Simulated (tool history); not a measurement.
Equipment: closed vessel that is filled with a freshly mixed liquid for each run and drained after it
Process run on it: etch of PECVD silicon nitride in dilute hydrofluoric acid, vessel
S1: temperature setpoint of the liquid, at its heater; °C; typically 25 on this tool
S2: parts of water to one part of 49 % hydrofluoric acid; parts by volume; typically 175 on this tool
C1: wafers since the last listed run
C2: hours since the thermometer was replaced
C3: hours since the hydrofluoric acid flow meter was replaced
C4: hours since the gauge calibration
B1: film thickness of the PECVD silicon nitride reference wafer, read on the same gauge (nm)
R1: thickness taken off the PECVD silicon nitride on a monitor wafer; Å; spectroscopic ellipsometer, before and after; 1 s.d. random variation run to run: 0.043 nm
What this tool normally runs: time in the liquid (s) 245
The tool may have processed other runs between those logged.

run 1 day=0 | S1=25 S2=175 time_in_the_liquid_(s)=245 | C1=0 C2=2255.8 C3=844 C4=599.3 | B1=69.997 | R1=46.03
run 2 day=0.825 | S1=27 S2=175 time_in_the_liquid_(s)=245 | C1=1507 C2=2275.6 C3=863.8 C4=619.1 | B1=70.029 | R1=51.87
run 3 day=2.042 | S1=22.5 S2=175 time_in_the_liquid_(s)=245 | C1=2223 C2=2304.8 C3=893 C4=648.3 | B1=69.977 | R1=38.88
run 4 day=3.279 | S1=22.5 S2=175 time_in_the_liquid_(s)=245 | C1=2261 C2=2334.5 C3=922.7 C4=678 | B1=70.049 | R1=39.73
-- day=3.983 thermometer replaced
run 5 day=4.683 | S1=22.5 S2=175 time_in_the_liquid_(s)=245 | C1=2489 C2=16.8 C3=956.4 C4=711.7 | B1=70.021 | R1=39.07
run 6 day=5.283 | S1=25 S2=175 time_in_the_liquid_(s)=245 | C1=1096 C2=31.2 C3=970.8 C4=726.1 | B1=69.99 | R1=46.17
run 7 day=6.179 | S1=25 S2=175 time_in_the_liquid_(s)=245 | C1=1636 C2=52.7 C3=992.3 C4=747.6 | B1=70.003 | R1=46.29
run 8 day=7.442 | S1=25 S2=175 time_in_the_liquid_(s)=245 | C1=2306 C2=83 C3=1022.6 C4=777.9 | B1=69.995 | R1=46.54
run 9 day=8.15 | S1=20.5 S2=90 time_in_the_liquid_(s)=120 | C1=1294 C2=100 C3=1039.6 C4=794.9 | B1=69.997 | R1=32.93
run 10 day=8.858 | S1=21 S2=175 time_in_the_liquid_(s)=145 | C1=1294 C2=117 C3=1056.6 C4=811.9 | B1=70.003 | R1=21.38
run 11 day=10.238 | S1=26.5 S2=175 time_in_the_liquid_(s)=245 | C1=2520 C2=150.1 C3=1089.7 C4=845 | B1=69.989 | R1=50.24
run 12 day=11.058 | S1=22.5 S2=175 time_in_the_liquid_(s)=100 | C1=1499 C2=169.8 C3=1109.4 C4=864.7 | B1=69.966 | R1=16.31
run 13 day=12.262 | S1=25 S2=175 time_in_the_liquid_(s)=370 | C1=2200 C2=198.7 C3=1138.3 C4=893.6 | B1=69.971 | R1=70.67
run 14 day=13.367 | S1=22.5 S2=175 time_in_the_liquid_(s)=330 | C1=2017 C2=225.2 C3=1164.8 C4=920.1 | B1=69.982 | R1=53.92
run 15 day=14.592 | S1=21.5 S2=175 time_in_the_liquid_(s)=345 | C1=2238 C2=254.6 C3=1194.2 C4=949.5 | B1=70.012 | R1=53.2
-- day=15.1 gauge calibrated
run 16 day=15.383 | S1=22.5 S2=175 time_in_the_liquid_(s)=135 | C1=1446 C2=273.6 C3=1213.2 C4=6.8 | B1=70.043 | R1=21.97
run 17 day=16.438 | S1=27 S2=120 time_in_the_liquid_(s)=360 | C1=1926 C2=298.9 C3=1238.5 C4=32.1 | B1=69.986 | R1=114.03
run 18 day=16.942 | S1=21 S2=130 time_in_the_liquid_(s)=180 | C1=921 C2=311 C3=1250.6 C4=44.2 | B1=69.999 | R1=35.37
run 19 day=17.733 | S1=25 S2=130 time_in_the_liquid_(s)=300 | C1=1446 C2=330 C3=1269.6 C4=63.2 | B1=70.004 | R1=76.73
run 20 day=18.338 | S1=20 S2=225 time_in_the_liquid_(s)=360 | C1=1103 C2=344.5 C3=1284.1 C4=77.7 | B1=70.026 | R1=38.97
run 21 day=19.129 | S1=28 S2=235 time_in_the_liquid_(s)=385 | C1=1446 C2=363.5 C3=1303.1 C4=96.7 | B1=69.971 | R1=67.65
-- day=19.654 hydrofluoric acid flow meter replaced
run 22 day=20.271 | S1=30 S2=215 time_in_the_liquid_(s)=245 | C1=2009 C2=390.9 C3=14.8 C4=124.1 | B1=70.024 | R1=48.88
run 23 day=21.125 | S1=28.5 S2=250 time_in_the_liquid_(s)=245 | C1=1560 C2=411.4 C3=35.3 C4=144.6 | B1=69.988 | R1=37.7
run 24 day=22.212 | S1=25 S2=175 time_in_the_liquid_(s)=245 | C1=1987 C2=437.5 C3=61.4 C4=170.7 | B1=70.025 | R1=44.56
run 25 day=23.604 | S1=30 S2=145 time_in_the_liquid_(s)=135 | C1=2542 C2=470.9 C3=94.8 C4=204.1 | B1=69.992 | R1=40.23
run 26 day=24.821 | S1=25 S2=175 time_in_the_liquid_(s)=245 | C1=2223 C2=500.1 C3=124 C4=233.3 | B1=70.013 | R1=44.14
run 27 day=26.012 | S1=25 S2=175 time_in_the_liquid_(s)=245 | C1=2177 C2=528.7 C3=152.6 C4=261.9 | B1=70.01 | R1=43.72
run 28 day=27.25 | S1=22 S2=175 time_in_the_liquid_(s)=295 | C1=2261 C2=558.4 C3=182.3 C4=291.6 | B1=70.018 | R1=44.71
run 29 day=28.112 | S1=25 S2=175 time_in_the_liquid_(s)=245 | C1=1575 C2=579.1 C3=203 C4=312.3 | B1=70.015 | R1=44.26
run 30 day=28.825 | S1=20 S2=210 time_in_the_liquid_(s)=155 | C1=1301 C2=596.2 C3=220.1 C4=329.4 | B1=70.032 | R1=16.98
run 31 day=30.125 | S1=25 S2=175 time_in_the_liquid_(s)=245 | C1=2375 C2=627.4 C3=251.3 C4=360.6 | B1=70.047 | R1=45.33

Run-by-run hidden state of the tool:
liquid hotter than its thermometer reads (K): 0 across all the runs
gauge reads high (%): 0 across all the runs
H1: hydrofluoric acid flow above the setpoint (%)
run=1 H1=4.88
run=2 H1=4.99
run=3 H1=5.14
run=4 H1=5.3
run=5 H1=5.48
run=6 H1=5.56
run=7 H1=5.67
run=8 H1=5.83
run=9 H1=5.92
run=10 H1=6.01
run=11 H1=6.19
run=12 H1=6.29
run=13 H1=6.45
run=14 H1=6.59
run=15 H1=6.74
run=16 H1=6.84
run=17 H1=6.98
run=18 H1=7.04
run=19 H1=7.14
run=20 H1=7.22
run=21 H1=7.32
run=22 H1=0.65
run=23 H1=0.759
run=24 H1=0.898
run=25 H1=1.08
run=26 H1=1.23
run=27 H1=1.38
run=28 H1=1.54
run=29 H1=1.65
run=30 H1=1.74
run=31 H1=1.91
